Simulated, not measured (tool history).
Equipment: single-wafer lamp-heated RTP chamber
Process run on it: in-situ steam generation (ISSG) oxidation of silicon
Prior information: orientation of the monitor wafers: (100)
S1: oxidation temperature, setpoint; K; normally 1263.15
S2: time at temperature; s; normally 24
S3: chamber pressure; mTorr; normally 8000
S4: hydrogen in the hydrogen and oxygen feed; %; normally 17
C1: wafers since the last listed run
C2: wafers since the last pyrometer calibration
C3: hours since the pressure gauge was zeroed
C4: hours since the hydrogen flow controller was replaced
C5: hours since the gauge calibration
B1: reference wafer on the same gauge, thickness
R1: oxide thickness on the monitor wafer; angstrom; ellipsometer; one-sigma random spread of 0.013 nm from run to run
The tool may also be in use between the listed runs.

run,hour,S1,S2,S3,S4,C1,C2,C3,C4,C5,B1,R1
1,0,1263.15,24,8000,17,0,5868,999.9,3148,551.5,4.97,56.39
2,22.1,1263.15,24,8000,17,156,6024,1022,3170.1,573.6,4.969,56.16
3,41.1,1263.15,24,8000,17,134,6158,1041,3189.1,592.6,4.969,56.26
4,63,1263.15,24,9000,11,154,6313,1062.9,3211,614.5,4.972,51.2
5,85.6,1263.15,24,9000,11,159,6473,1085.5,3233.6,637.1,4.971,51.18
6,115.6,1263.15,24,8000,17,211,6685,1115.5,3263.6,667.1,4.971,56.56
7,138.1,1263.15,24,8000,17,158,6844,1138,3286.1,689.6,4.972,56.45
# hour 147.2: pyrometer window cleaned and pyrometer calibrated
8,159.7,1263.15,24,7300,20,96,88,1159.6,3307.7,711.2,4.97,57.73
9,175.1,1263.15,24,7300,20,108,196,1175,3323.1,726.6,4.97,57.74
10,211,1263.15,24,8000,17,253,450,1210.9,3359,762.5,4.97,55.51
11,225.3,1263.15,24,8000,17,101,551,1225.2,3373.3,776.8,4.972,55.59
12,249.1,1263.15,16,8000,17,168,719,1249,3397.1,800.6,4.97,46.26
13,276.4,1283.15,24,7500,17,192,912,1276.3,3424.4,827.9,4.972,60.69
14,310,1263.15,33,8000,23,237,1150,1309.9,3458,861.5,4.969,69.67
15,343.5,1263.15,24,8000,14,236,1386,1343.4,3491.5,895,4.968,53.24
# hour 361: hydrogen flow controller replaced
16,374.7,1247.15,24,6900,17,163,1550,1374.6,13.7,926.2,4.968,52.11
17,397.2,1263.15,24,8000,17,158,1709,1397.1,36.2,948.7,4.969,55.82
18,428.9,1263.15,24,8000,17,223,1933,1428.8,67.9,980.4,4.974,55.73
# hour 433.8: gauge calibrated
19,453.3,1254.15,24,7200,21,172,2105,1453.2,92.3,19.5,4.97,56.28
20,473.6,1263.15,24,6900,17,143,2249,1473.5,112.6,39.8,4.973,55.33
21,495.4,1276.15,24,7100,21,154,2403,1495.3,134.4,61.6,4.968,61.66
# hour 523.7: pressure gauge zeroed
22,525.2,1282.15,31,8400,17,154,2557,1.5,164.2,91.4,4.971,69.04
23,550.6,1253.15,27,9300,23,179,2736,26.9,189.6,116.8,4.97,60.21
24,580.2,1274.15,24,8000,17,209,2945,56.5,219.2,146.4,4.971,58.49
25,605.3,1276.15,24,8000,12,177,3123,81.6,244.3,171.5,4.971,54.93
26,635,1282.15,17,8000,23,209,3333,111.3,274,201.2,4.971,55.28
27,668.9,1279.15,24,7400,17,239,3572,145.2,307.9,235.1,4.969,59.43
28,690.8,1263.15,24,8000,17,154,3727,167.1,329.8,257,4.968,55.98
29,726.7,1263.15,30,6900,17,253,3980,203,365.7,292.9,4.97,61.88
30,740.8,1263.15,24,6900,11,99,4080,217.1,379.8,307,4.969,50.44
31,774.7,1263.15,24,8000,17,239,4319,251,413.7,340.9,4.972,56.04

What if the next run were any one of these 4? Each begins from the tool's condition after run 31:
A,775.1,1263.15,24,8000,17,2,4322,251.4,414.1,341.3,?,?
B,775.1,1281.15,24,8000,11,2,4322,251.4,414.1,341.3,?,?
C,775.1,1263.15,24,8000,22,2,4322,251.4,414.1,341.3,?,?
D,775.1,1263.15,21,8000,17,2,4322,251.4,414.1,341.3,?,?

run,B1,R1
A,4.971,56.06
B,4.971,55.21
C,4.971,59.41
D,4.971,52.65
Had the tool no hidden state, the same runs would have come out as:
run,R1
A,55.71
B,54.83
C,59.04
D,52.34
